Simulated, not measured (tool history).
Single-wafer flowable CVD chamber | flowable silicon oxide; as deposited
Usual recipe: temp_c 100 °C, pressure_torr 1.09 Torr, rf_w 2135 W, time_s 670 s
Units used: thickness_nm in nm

run,day,temp_c,pressure_torr,rf_w,time_s,"read-back reference wafer on the same gauge, thickness_nm",thickness_nm
1,0.000,100,1.09,2135,670,657.499,490.997
2,2.100,100,1.09,2135,670,656.394,491.123
3,2.725,100,1.09,2135,670,657.314,492.131
4,3.175,100,1.09,2135,670,657.350,492.152
5,3.792,100,1.09,2135,670,658.080,490.829
# day 4.388: showerhead replaced
6,4.408,100,1.09,2135,670,656.149,486.664
7,4.688,100,1.09,2135,670,657.393,492.534
8,5.071,100,1.09,2135,670,656.883,487.707
9,5.442,100,1.09,2135,767,658.292,558.319
10,5.867,100,1.09,2135,670,657.185,489.211
# day 6.421: thermocouple changed; heater temperature recalibrated
11,6.442,100,1.09,2135,670,656.904,440.176
# day 6.667: gauge calibrated
# day 7.004: capacitance manometer re-zeroed and calibrated
12,7.025,100,1.09,2135,670,655.545,435.818
13,7.504,100,1.09,2135,670,657.562,443.023
14,7.946,104,1.34,2135,551,656.885,396.280
15,8.617,100,1.09,2135,670,656.142,441.367

What does the tool deliver on the next run?
# day 9.042: thermocouple changed; heater temperature recalibrated, repeated, since the last time left the tool worse
# day 9.529: RF generator calibrated
16,9.550,114,1.09,1795,670,?,?

read-back reference wafer on the same gauge, thickness_nm: 658.562
thickness_nm: 347.297 nm
Had the tool carried no hidden state, the very same run would have given thickness_nm 348.782 nm.
